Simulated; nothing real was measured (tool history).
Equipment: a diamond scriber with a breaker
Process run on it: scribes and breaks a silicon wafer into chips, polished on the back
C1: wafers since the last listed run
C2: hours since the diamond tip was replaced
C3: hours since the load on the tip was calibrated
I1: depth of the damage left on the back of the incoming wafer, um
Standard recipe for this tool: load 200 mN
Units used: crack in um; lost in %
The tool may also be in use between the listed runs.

run 1 hour=0 | load=200 | C1=0 C2=507.3 C3=539.7 | I1=0.03 | crack=8.97 lost=0.9
run 2 hour=13 | load=200 | C1=41 C2=520.3 C3=552.7 | I1=0.04 | crack=8.98 lost=0.95
run 3 hour=29.6 | load=200 | C1=52 C2=536.9 C3=569.3 | I1=0.05 | crack=8.81 lost=0.95
-- hour=33.4 load on the tip recalibrated
run 4 hour=62.4 | load=225 | C1=97 C2=569.7 C3=29 | I1=0.02 | crack=9.5 lost=0.47
run 5 hour=85.6 | load=225 | C1=73 C2=592.9 C3=52.2 | I1=0.02 | crack=9.5 lost=0.41
run 6 hour=99.1 | load=227 | C1=42 C2=606.4 C3=65.7 | I1=0.03 | crack=9.38 lost=0.44
run 7 hour=127.8 | load=227 | C1=90 C2=635.1 C3=94.4 | I1=0.03 | crack=9.5 lost=0.47
run 8 hour=157.3 | load=200 | C1=93 C2=664.6 C3=123.9 | I1=0.03 | crack=8.79 lost=1.27
run 9 hour=186.9 | load=200 | C1=93 C2=694.2 C3=153.5 | I1=0.03 | crack=8.62 lost=1.36
run 10 hour=209.4 | load=200 | C1=71 C2=716.7 C3=176 | I1=0.01 | crack=8.81 lost=1.4
run 11 hour=242.7 | load=200 | C1=105 C2=750 C3=209.3 | I1=0.04 | crack=8.62 lost=1.47
run 12 hour=258.6 | load=200 | C1=50 C2=765.9 C3=225.2 | I1=0.04 | crack=8.63 lost=1.61
run 13 hour=272.1 | load=200 | C1=42 C2=779.4 C3=238.7 | I1=0.04 | crack=8.65 lost=1.55
run 14 hour=302.3 | load=200 | C1=95 C2=809.6 C3=268.9 | I1=0.01 | crack=8.61 lost=1.7
run 15 hour=333.2 | load=200 | C1=97 C2=840.5 C3=299.8 | I1=0.04 | crack=8.51 lost=1.67
run 16 hour=353.3 | load=200 | C1=63 C2=860.6 C3=319.9 | I1=0.04 | crack=8.43 lost=1.79
run 17 hour=378.9 | load=200 | C1=80 C2=886.2 C3=345.5 | I1=0.01 | crack=8.55 lost=1.93
run 18 hour=414.6 | load=200 | C1=112 C2=921.9 C3=381.2 | I1=0.05 | crack=8.51 lost=1.99
run 19 hour=434.5 | load=222 | C1=62 C2=941.8 C3=401.1 | I1=0.04 | crack=8.89 lost=1.06
run 20 hour=468.9 | load=200 | C1=108 C2=976.2 C3=435.5 | I1=0.02 | crack=8.53 lost=2.12

Run 21 has not been measured yet. What should we expect?
run 21 hour=492.2 | load=224 | C1=73 C2=999.5 C3=458.8 | I1=0.05 | crack=? lost=?

{"run 21": {"crack": 8.98, "lost": 1.05}}
Had the tool carried no hidden state, the very same run would have given crack 10.29 um, lost 0.75 %.
